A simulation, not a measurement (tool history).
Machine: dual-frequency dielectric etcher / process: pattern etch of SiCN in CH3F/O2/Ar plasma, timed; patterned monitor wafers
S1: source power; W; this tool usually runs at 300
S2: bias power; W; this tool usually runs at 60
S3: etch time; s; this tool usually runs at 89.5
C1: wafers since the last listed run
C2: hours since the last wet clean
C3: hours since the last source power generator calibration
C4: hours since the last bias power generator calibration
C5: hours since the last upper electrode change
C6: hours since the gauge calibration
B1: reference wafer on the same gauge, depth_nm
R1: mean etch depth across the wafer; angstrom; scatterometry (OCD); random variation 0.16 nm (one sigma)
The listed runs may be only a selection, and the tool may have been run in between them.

{"run": 1, "hour": 0.0, "S1": 300, "S2": 60, "S3": 89.5, "C1": 0, "C2": 157.4, "C3": 1737.9, "C4": 2017.3, "C5": 2415.8, "C6": 25.3, "B1": 25.43, "R1": 274.5}
{"run": 2, "hour": 55.4, "S1": 240, "S2": 60, "S3": 82.0, "C1": 369, "C2": 212.8, "C3": 1793.3, "C4": 2072.7, "C5": 2471.2, "C6": 80.7, "B1": 25.52, "R1": 234.2}
{"run": 3, "hour": 86.1, "S1": 240, "S2": 60, "S3": 82.0, "C1": 204, "C2": 243.5, "C3": 1824.0, "C4": 2103.4, "C5": 2501.9, "C6": 111.4, "B1": 25.44, "R1": 236.9}
{"run": 4, "hour": 115.4, "S1": 350, "S2": 60, "S3": 89.5, "C1": 195, "C2": 272.8, "C3": 1853.3, "C4": 2132.7, "C5": 2531.2, "C6": 140.7, "B1": 25.5, "R1": 294.6}
{"run": 5, "hour": 147.1, "S1": 350, "S2": 60, "S3": 89.5, "C1": 211, "C2": 304.5, "C3": 1885.0, "C4": 2164.4, "C5": 2562.9, "C6": 172.4, "B1": 25.49, "R1": 290.8}
{"run": 6, "hour": 172.5, "S1": 350, "S2": 60, "S3": 89.5, "C1": 169, "C2": 329.9, "C3": 1910.4, "C4": 2189.8, "C5": 2588.3, "C6": 197.8, "B1": 25.44, "R1": 291.3}
{"hour": 196.1, "done": "source power generator calibrated"}
{"run": 7, "hour": 207.0, "S1": 300, "S2": 60, "S3": 89.5, "C1": 203, "C2": 364.4, "C3": 10.9, "C4": 2224.3, "C5": 2622.8, "C6": 232.3, "B1": 25.54, "R1": 280.8}
{"hour": 249.8, "done": "upper electrode replaced"}
{"run": 8, "hour": 250.3, "S1": 300, "S2": 53, "S3": 62.5, "C1": 128, "C2": 407.7, "C3": 54.2, "C4": 2267.6, "C5": 0.5, "C6": 275.6, "B1": 25.5, "R1": 189.0}
{"run": 9, "hour": 262.7, "S1": 320, "S2": 54, "S3": 112.5, "C1": 82, "C2": 420.1, "C3": 66.6, "C4": 2280.0, "C5": 12.9, "C6": 288.0, "B1": 25.5, "R1": 345.9}
{"run": 10, "hour": 297.9, "S1": 270, "S2": 56, "S3": 89.5, "C1": 234, "C2": 455.3, "C3": 101.8, "C4": 2315.2, "C5": 48.1, "C6": 323.2, "B1": 25.54, "R1": 266.7}
{"hour": 313.0, "done": "gauge calibrated"}
{"hour": 352.2, "done": "wet clean of the chamber"}
{"run": 11, "hour": 353.2, "S1": 320, "S2": 54, "S3": 112.5, "C1": 208, "C2": 1.0, "C3": 157.1, "C4": 2370.5, "C5": 103.4, "C6": 40.2, "B1": 25.52, "R1": 354.6}
{"hour": 363.9, "done": "bias power generator calibrated"}
{"run": 12, "hour": 401.5, "S1": 260, "S2": 47, "S3": 74.0, "C1": 295, "C2": 49.3, "C3": 205.4, "C4": 37.6, "C5": 151.7, "C6": 88.5, "B1": 25.48, "R1": 212.7}
{"hour": 466.3, "done": "wet clean of the chamber, repeated, since the last time left the tool worse"}
{"run": 13, "hour": 466.8, "S1": 300, "S2": 60, "S3": 104.5, "C1": 275, "C2": 0.5, "C3": 270.7, "C4": 102.9, "C5": 217.0, "C6": 153.8, "B1": 25.48, "R1": 317.3}
{"run": 14, "hour": 528.2, "S1": 300, "S2": 60, "S3": 89.5, "C1": 409, "C2": 61.9, "C3": 332.1, "C4": 164.3, "C5": 278.4, "C6": 215.2, "B1": 25.56, "R1": 273.7}

5 ways to go on from here, each from the tool as it stands after run 14. What would each give?
{"run": "A", "hour": 528.6, "S1": 300, "S2": 60, "S3": 69.0, "C1": 2, "C2": 62.3, "C3": 332.5, "C4": 164.7, "C5": 278.8, "C6": 215.6, "B1": "?", "R1": "?"}
{"run": "B", "hour": 528.6, "S1": 350, "S2": 50, "S3": 82.0, "C1": 2, "C2": 62.3, "C3": 332.5, "C4": 164.7, "C5": 278.8, "C6": 215.6, "B1": "?", "R1": "?"}
{"run": "C", "hour": 528.6, "S1": 230, "S2": 56, "S3": 70.0, "C1": 2, "C2": 62.3, "C3": 332.5, "C4": 164.7, "C5": 278.8, "C6": 215.6, "B1": "?", "R1": "?"}
{"run": "D", "hour": 528.6, "S1": 360, "S2": 60, "S3": 69.0, "C1": 2, "C2": 62.3, "C3": 332.5, "C4": 164.7, "C5": 278.8, "C6": 215.6, "B1": "?", "R1": "?"}
{"run": "E", "hour": 528.6, "S1": 270, "S2": 47, "S3": 65.5, "C1": 2, "C2": 62.3, "C3": 332.5, "C4": 164.7, "C5": 278.8, "C6": 215.6, "B1": "?", "R1": "?"}

run=A B1=25.56 R1=211.3
run=B B1=25.56 R1=248.6
run=C B1=25.56 R1=193.5
run=D B1=25.56 R1=223.7
run=E B1=25.56 R1=179.5
With the hidden condition removed and each run's random variation left untouched, the same runs would have given:
run=A R1=210.8
run=B R1=247.9
run=C R1=193.0
run=D R1=223.2
run=E R1=179.1
